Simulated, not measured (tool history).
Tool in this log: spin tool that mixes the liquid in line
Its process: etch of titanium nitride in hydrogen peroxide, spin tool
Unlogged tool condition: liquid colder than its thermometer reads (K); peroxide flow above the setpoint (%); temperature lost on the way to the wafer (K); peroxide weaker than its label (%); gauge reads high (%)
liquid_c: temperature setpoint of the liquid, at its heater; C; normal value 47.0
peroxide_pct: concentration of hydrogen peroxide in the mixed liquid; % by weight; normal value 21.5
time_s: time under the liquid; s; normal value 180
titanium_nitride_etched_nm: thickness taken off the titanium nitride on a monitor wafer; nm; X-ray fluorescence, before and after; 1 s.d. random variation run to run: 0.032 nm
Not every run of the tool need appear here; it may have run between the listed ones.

| run | hour | liquid_c | peroxide_pct | time_s | wafers since the last listed run | hours since the thermometer was replaced | hours since the peroxide flow meter was replaced | hours since the heated supply line was repaired | hours since the drum of peroxide was connected | hours since the gauge calibration | read-back film thickness of the titanium nitride reference wafer, read on the same gauge (nm) | titanium_nitride_etched_nm |
|---|---|---|---|---|---|---|---|---|---|---|---|---|
| 1 | 0.0 | 47.0 | 24.5 | 255 | 0 | 2188.7 | 256.7 | 3312.4 | 1276.5 | 575.3 | 90.00 | 12.41 |
| 2 | 48.9 | 47.0 | 24.5 | 255 | 500 | 2237.6 | 305.6 | 3361.3 | 1325.4 | 624.2 | 89.95 | 12.42 |
| 3 | 155.6 | 47.0 | 24.5 | 255 | 1091 | 2344.3 | 412.3 | 3468.0 | 1432.1 | 730.9 | 90.00 | 12.44 |
| 4 | 234.0 | 47.0 | 21.5 | 180 | 802 | 2422.7 | 490.7 | 3546.4 | 1510.5 | 809.3 | 90.00 | 8.54 |
| 5 | 302.3 | 47.0 | 21.5 | 180 | 698 | 2491.0 | 559.0 | 3614.7 | 1578.8 | 877.6 | 90.02 | 8.56 |
|  | 311.6 | new drum of peroxide connected |
| 6 | 380.2 | 47.0 | 21.5 | 180 | 786 | 2568.9 | 636.9 | 3692.6 | 68.6 | 955.5 | 90.02 | 8.67 |
| 7 | 457.5 | 47.0 | 21.5 | 180 | 790 | 2646.2 | 714.2 | 3769.9 | 145.9 | 1032.8 | 90.00 | 8.68 |
|  | 497.0 | heated supply line repaired |
| 8 | 497.5 | 47.0 | 21.5 | 180 | 398 | 2686.2 | 754.2 | 0.5 | 185.9 | 1072.8 | 89.99 | 8.63 |
| 9 | 568.1 | 47.0 | 21.5 | 180 | 722 | 2756.8 | 824.8 | 71.1 | 256.5 | 1143.4 | 90.03 | 8.72 |
| 10 | 618.3 | 47.0 | 21.5 | 180 | 513 | 2807.0 | 875.0 | 121.3 | 306.7 | 1193.6 | 89.97 | 8.72 |
| 11 | 675.7 | 47.0 | 21.5 | 265 | 587 | 2864.4 | 932.4 | 178.7 | 364.1 | 1251.0 | 90.00 | 12.91 |
|  | 812.7 | thermometer replaced |
| 12 | 836.6 | 52.5 | 23.5 | 105 | 1635 | 23.9 | 1093.3 | 339.6 | 525.0 | 1411.9 | 90.02 | 7.76 |
| 13 | 883.9 | 43.5 | 24.5 | 100 | 483 | 71.2 | 1140.6 | 386.9 | 572.3 | 1459.2 | 89.99 | 3.83 |
| 14 | 952.7 | 43.0 | 26.5 | 70 | 703 | 140.0 | 1209.4 | 455.7 | 641.1 | 1528.0 | 90.01 | 2.64 |
| 15 | 1053.1 | 47.0 | 21.5 | 180 | 1027 | 240.4 | 1309.8 | 556.1 | 741.5 | 1628.4 | 90.02 | 8.70 |
|  | 1089.4 | gauge calibrated |
| 16 | 1138.1 | 43.5 | 24.5 | 100 | 869 | 325.4 | 1394.8 | 641.1 | 826.5 | 48.7 | 90.01 | 3.80 |
| 17 | 1240.6 | 47.0 | 21.5 | 275 | 1048 | 427.9 | 1497.3 | 743.6 | 929.0 | 151.2 | 89.99 | 13.32 |
| 18 | 1297.2 | 55.0 | 26.0 | 225 | 579 | 484.5 | 1553.9 | 800.2 | 985.6 | 207.8 | 90.00 | 20.11 |
|  | 1303.1 | peroxide flow meter replaced |
| 19 | 1534.0 | 40.0 | 17.5 | 240 | 2412 | 721.3 | 230.9 | 1037.0 | 1222.4 | 444.6 | 89.98 | 6.44 |
| 20 | 1588.7 | 47.0 | 21.5 | 180 | 559 | 776.0 | 285.6 | 1091.7 | 1277.1 | 499.3 | 89.97 | 8.55 |
| 21 | 1674.3 | 47.0 | 24.5 | 255 | 875 | 861.6 | 371.2 | 1177.3 | 1362.7 | 584.9 | 89.99 | 12.35 |
| 22 | 1769.7 | 47.0 | 27.5 | 250 | 976 | 957.0 | 466.6 | 1272.7 | 1458.1 | 680.3 | 89.97 | 12.53 |
| 23 | 1819.8 | 51.5 | 16.0 | 210 | 512 | 1007.1 | 516.7 | 1322.8 | 1508.2 | 730.4 | 90.00 | 12.96 |
| 24 | 1887.5 | 47.0 | 26.5 | 210 | 692 | 1074.8 | 584.4 | 1390.5 | 1575.9 | 798.1 | 89.98 | 10.42 |
|  | 1918.1 | new drum of peroxide connected |
| 25 | 1990.0 | 38.0 | 21.5 | 275 | 1038 | 1177.3 | 686.9 | 1493.0 | 71.9 | 900.6 | 90.00 | 6.74 |

Here are 4 independent what-if runs from the current tool condition. What would each one return?
| A | 1990.5 | 47.0 | 17.5 | 180 | 5 | 1177.8 | 687.4 | 1493.5 | 72.4 | 901.1 | ? | ? |
| B | 1990.5 | 47.0 | 21.5 | 270 | 5 | 1177.8 | 687.4 | 1493.5 | 72.4 | 901.1 | ? | ? |
| C | 1990.5 | 47.0 | 27.5 | 180 | 5 | 1177.8 | 687.4 | 1493.5 | 72.4 | 901.1 | ? | ? |
| D | 1990.5 | 47.0 | 18.0 | 280 | 5 | 1177.8 | 687.4 | 1493.5 | 72.4 | 901.1 | ? | ? |

| run | read-back film thickness of the titanium nitride reference wafer, read on the same gauge (nm) | titanium_nitride_etched_nm |
|---|---|---|
| A | 89.97 | 8.32 |
| B | 89.97 | 13.05 |
| C | 89.97 | 9.18 |
| D | 89.97 | 13.02 |
The same runs, with their run-to-run variation unchanged, on a tool lacking any hidden condition would have given:
| run | titanium_nitride_etched_nm |
|---|---|
| A | 8.27 |
| B | 12.96 |
| C | 9.11 |
| D | 12.94 |
